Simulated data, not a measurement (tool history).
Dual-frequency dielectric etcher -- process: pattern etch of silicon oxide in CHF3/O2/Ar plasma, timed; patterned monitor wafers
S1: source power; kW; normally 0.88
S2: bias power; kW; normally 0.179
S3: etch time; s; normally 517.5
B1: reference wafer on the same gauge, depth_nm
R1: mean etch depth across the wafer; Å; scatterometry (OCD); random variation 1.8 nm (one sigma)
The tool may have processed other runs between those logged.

Run 1, hour 0: usual settings; B1 1079.6. Result: R1 11420 Å.
Run 2, hour 16.1: usual settings; B1 1080. Result: R1 11449 Å.
Run 3, hour 23: usual settings; B1 1080.1. Result: R1 11388 Å.
Run 4, hour 38.2: usual settings; B1 1079.9. Result: R1 11439 Å.
At hour 67.6: bias power generator calibrated.
At hour 68.1: gauge calibrated.
At hour 69.8: upper electrode replaced.
Run 5, hour 70.3: usual settings but S3 427 s; B1 1080.1. Result: R1 9404 Å.
Run 6, hour 70.8: usual settings; B1 1079.9. Result: R1 11370 Å.
Run 7, hour 76.9: usual settings; B1 1080.2. Result: R1 11428 Å.
Run 8, hour 85.5: usual settings; B1 1080.2. Result: R1 11392 Å.
Run 9, hour 92.5: usual settings but S2 0.153 kW; B1 1079.9. Result: R1 10958 Å.
Run 10, hour 102.9: usual settings but S1 0.99 kW, S2 0.219 kW, S3 607.5 s; B1 1079.8. Result: R1 14673 Å.
Run 11, hour 112.7: usual settings; B1 1079.9. Result: R1 11382 Å.
At hour 123.2: source power generator calibrated.
At hour 146.2: wet clean of the chamber.
Run 12, hour 146.7: usual settings but S1 1.03 kW, S2 0.163 kW, S3 634.5 s; B1 1080. Result: R1 14801 Å.
Run 13, hour 147.2: usual settings but S1 0.81 kW, S2 0.195 kW; B1 1080. Result: R1 11623 Å.
Run 14, hour 147.7: usual settings but S2 0.202 kW; B1 1080.2. Result: R1 12065 Å.
Run 15, hour 158.3: usual settings but S3 477.5 s; B1 1079.8. Result: R1 10776 Å.
Run 16, hour 173.8: usual settings but S2 0.153 kW; B1 1079.7. Result: R1 11237 Å.
Run 17, hour 186.9: usual settings; B1 1079.9. Result: R1 11673 Å.

Each row is a separate what-if for the run after 17, all from the same tool condition, not one after another. Results?
Run A, hour 187.5: usual settings but S2 0.144 kW; B1 ?. Result: R1 ?.
Run B, hour 187.5: usual settings but S3 438.5 s; B1 ?. Result: R1 ?.
Run C, hour 187.5: usual settings but S2 0.154 kW; B1 ?. Result: R1 ?.

run      B1     R1
  A  1079.9  11040
  B  1079.9   9870
  C  1079.9  11219
Without the tool's hidden state the same runs would have given:
run     R1
  A  11054
  B   9882
  C  11232

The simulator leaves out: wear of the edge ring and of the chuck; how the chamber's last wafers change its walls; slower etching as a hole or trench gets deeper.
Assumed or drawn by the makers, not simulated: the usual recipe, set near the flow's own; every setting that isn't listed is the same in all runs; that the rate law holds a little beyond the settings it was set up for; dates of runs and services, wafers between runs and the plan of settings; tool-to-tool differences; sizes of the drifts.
